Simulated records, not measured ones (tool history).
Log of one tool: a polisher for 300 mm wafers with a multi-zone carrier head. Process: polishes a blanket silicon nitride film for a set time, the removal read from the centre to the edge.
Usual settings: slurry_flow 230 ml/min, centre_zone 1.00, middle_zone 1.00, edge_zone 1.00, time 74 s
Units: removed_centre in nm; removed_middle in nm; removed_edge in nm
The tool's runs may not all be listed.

run    hour  slurry_flow  centre_zone  middle_zone  edge_zone  time  incoming thickness of the incoming film, nm  removed_centre  removed_middle  removed_edge
  1     0.0          185         1.00         1.00       1.00    74                                        874.6            93.0            97.0          93.4
  2   102.5          185         1.00         1.00       1.00    74                                        881.2            90.4            93.6          91.8
      138.3  -- worn pad replaced by a new one
      146.8  -- centre zone pressure recalibrated
  3   177.8          185         1.00         1.00       1.00    74                                        875.9            97.8            99.4          96.8
  4   214.8          230         1.00         1.00       1.00    55                                        869.2            72.6            73.0          73.8
      287.1  -- slurry nozzle cleaned
  5   318.1          230         1.00         0.93       1.00    74                                        880.6            99.7            95.0          98.0
      418.0  -- edge zone pressure recalibrated
  6   418.5          230         1.00         1.00       1.00    74                                        873.4            98.9            99.3          97.0
  7   520.7          230         1.00         1.00       1.00    74                                        878.0            92.7            96.3          95.4
      565.2  -- worn pad replaced by a new one
      611.5  -- carrier head's membrane replaced by a new one
  8   838.8          230         1.00         1.00       1.00    74                                        866.7            96.4            98.0          96.7
  9   918.3          230         1.00         1.00       1.04    74                                        870.7            96.7            99.3          98.1
 10   955.3          155         1.00         1.11       0.91    74                                        883.5            90.0            99.2          88.7
      967.0  -- slurry nozzle cleaned
      975.2  -- centre zone pressure recalibrated
 11  1025.1          230         1.00         1.00       0.90    74                                        897.2            93.1            94.9          87.9
     1076.1  -- worn pad replaced by a new one
 12  1105.4          230         1.00         1.00       1.08    94                                        875.3           123.3           128.8         130.0
 13  1183.3          230         1.10         1.00       1.07    74                                        873.8           105.0           102.0          99.9
 14  1264.0          230         1.00         1.04       1.00    74                                        864.1            98.7           104.6          96.9
 15  1360.1          230         1.00         1.00       1.00    74                                        879.6            95.1            99.4          95.8
 16  1405.0          230         1.00         1.00       1.08    74                                        885.9            94.6            96.6          98.1
 17  1457.2          230         1.00         0.96       0.96    83                                        877.2           107.0           104.8         102.4
     1553.7  -- worn pad replaced by a new one
 18  1554.5          230         1.00         1.00       1.00    74                                        862.8            99.0           102.4          98.7
     1602.0  -- slurry nozzle cleaned
 19  1610.2          230         1.00         1.05       1.00    74                                        887.5           100.2           106.1          99.3
 20  1667.7          230         1.07         1.00       1.00    89                                        863.9           125.2           122.4         117.8
 21  1742.0          230         1.00         0.96       0.96    83                                        897.9           110.4           111.9         106.7
 22  1815.8          230         1.00         0.94       1.00    90                                        894.9           115.7           116.5         115.5
 23  1860.5          230         1.05         1.00       1.04    74                                        880.7           100.9            97.9          97.5

3 ways to go on from here, each from the tool as it stands after run 23. What would each give?
  A  1860.9          230         1.00         1.00       1.00    65                                        869.9               ?               ?             ?
  B  1860.9          230         1.11         1.08       1.09    88                                        869.9               ?               ?             ?
  C  1860.9          250         0.92         0.89       1.00    74                                        869.9               ?               ?             ?

run  removed_centre  removed_middle  removed_edge
  A            86.2            85.6          84.8
  B           126.7           121.6         119.5
  C            92.8            91.5          97.2
Without the tool's hidden state the same runs would have given:
run  removed_centre  removed_middle  removed_edge
  A            89.1            88.5          87.6
  B           130.9           125.7         123.5
  C            95.9            94.6         100.5
